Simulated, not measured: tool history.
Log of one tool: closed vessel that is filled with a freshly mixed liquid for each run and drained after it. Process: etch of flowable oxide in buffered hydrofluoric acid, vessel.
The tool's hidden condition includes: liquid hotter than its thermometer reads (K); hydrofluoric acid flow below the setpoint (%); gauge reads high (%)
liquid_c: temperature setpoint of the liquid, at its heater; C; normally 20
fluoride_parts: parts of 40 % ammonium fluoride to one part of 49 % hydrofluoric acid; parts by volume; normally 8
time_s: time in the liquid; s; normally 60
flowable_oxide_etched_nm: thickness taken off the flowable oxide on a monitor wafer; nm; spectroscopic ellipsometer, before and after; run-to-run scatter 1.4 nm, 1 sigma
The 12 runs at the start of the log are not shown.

run     day  liquid_c  fluoride_parts  time_s  wafers since the last listed run  hours since the thermometer was replaced  hours since the hydrofluoric acid flow meter was replaced  hours since the gauge calibration  read-back film thickness of the flowable oxide reference wafer, read on the same gauge (nm)  flowable_oxide_etched_nm
 13       7        20               8      60                               870                                     802.7                                                      547.5                              369.5                                                                                        30.01                    226.62
 14   7.288        20               8      60                               556                                     809.6                                                      554.4                              376.4                                                                                        29.99                     229.4
 15   7.779        20               8      60                               951                                     821.4                                                      566.2                              388.2                                                                                        30.01                    225.12
 16   8.146        17               5      60                               709                                     830.2                                                        575                                397                                                                                        30.03                    302.71
 17   8.417      17.5               8      40                               524                                     836.7                                                      581.5                              403.5                                                                                        29.99                    130.78
      8.771  -- thermometer replaced
        8.9  -- hydrofluoric acid flow meter replaced
 18   8.938        20               8      60                               846                                         4                                                        0.9                                416                                                                                        29.99                    240.49
 19   9.633      21.5               8      60                              1346                                      20.7                                                       17.6                              432.7                                                                                        30.02                     260.4
 20   9.971        20               8      60                               653                                      28.8                                                       25.7                              440.8                                                                                        30.01                    237.82
     10.433  -- gauge calibrated
 21  11.042        23               9      60                              2072                                      54.5                                                       51.4                               14.6                                                                                        29.98                     248.7
 22  11.375      21.5               8      40                               645                                      62.5                                                       59.4                               22.6                                                                                        29.99                    172.71
 23  11.867        20               8      60                               951                                      74.3                                                       71.2                               34.4                                                                                        30.01                    238.69
 24  12.354        20               8      75                               943                                        86                                                       82.9                               46.1                                                                                        30.01                    297.25
 25  12.758        20               8      40                               782                                      95.7                                                       92.6                               55.8                                                                                           30                    158.36
 26  13.138        20               8      60                               733                                     104.8                                                      101.7                               64.9                                                                                           30                    238.09
 27  13.754        20               8      60                              1193                                     119.6                                                      116.5                               79.7                                                                                        30.02                    235.63
 28  14.267        17               8      60                               991                                     131.9                                                      128.8                                 92                                                                                        29.98                    201.15
 29  14.892        23              10      50                              1209                                     146.9                                                      143.8                                107                                                                                        29.98                    189.99
 30  15.404        20               8      60                               991                                     159.2                                                      156.1                              119.3                                                                                        30.01                    236.89

Expected results for the next run?
 31  15.712      21.5               6      80                               596                                     166.6                                                      163.5                              126.7                                                                                            ?                         ?

{"run 31": {"read-back film thickness of the flowable oxide reference wafer, read on the same gauge (nm)": 30, "flowable_oxide_etched_nm": 456.36}}
Had the tool carried no hidden state, the very same run would have given flowable_oxide_etched_nm 460.01 nm.

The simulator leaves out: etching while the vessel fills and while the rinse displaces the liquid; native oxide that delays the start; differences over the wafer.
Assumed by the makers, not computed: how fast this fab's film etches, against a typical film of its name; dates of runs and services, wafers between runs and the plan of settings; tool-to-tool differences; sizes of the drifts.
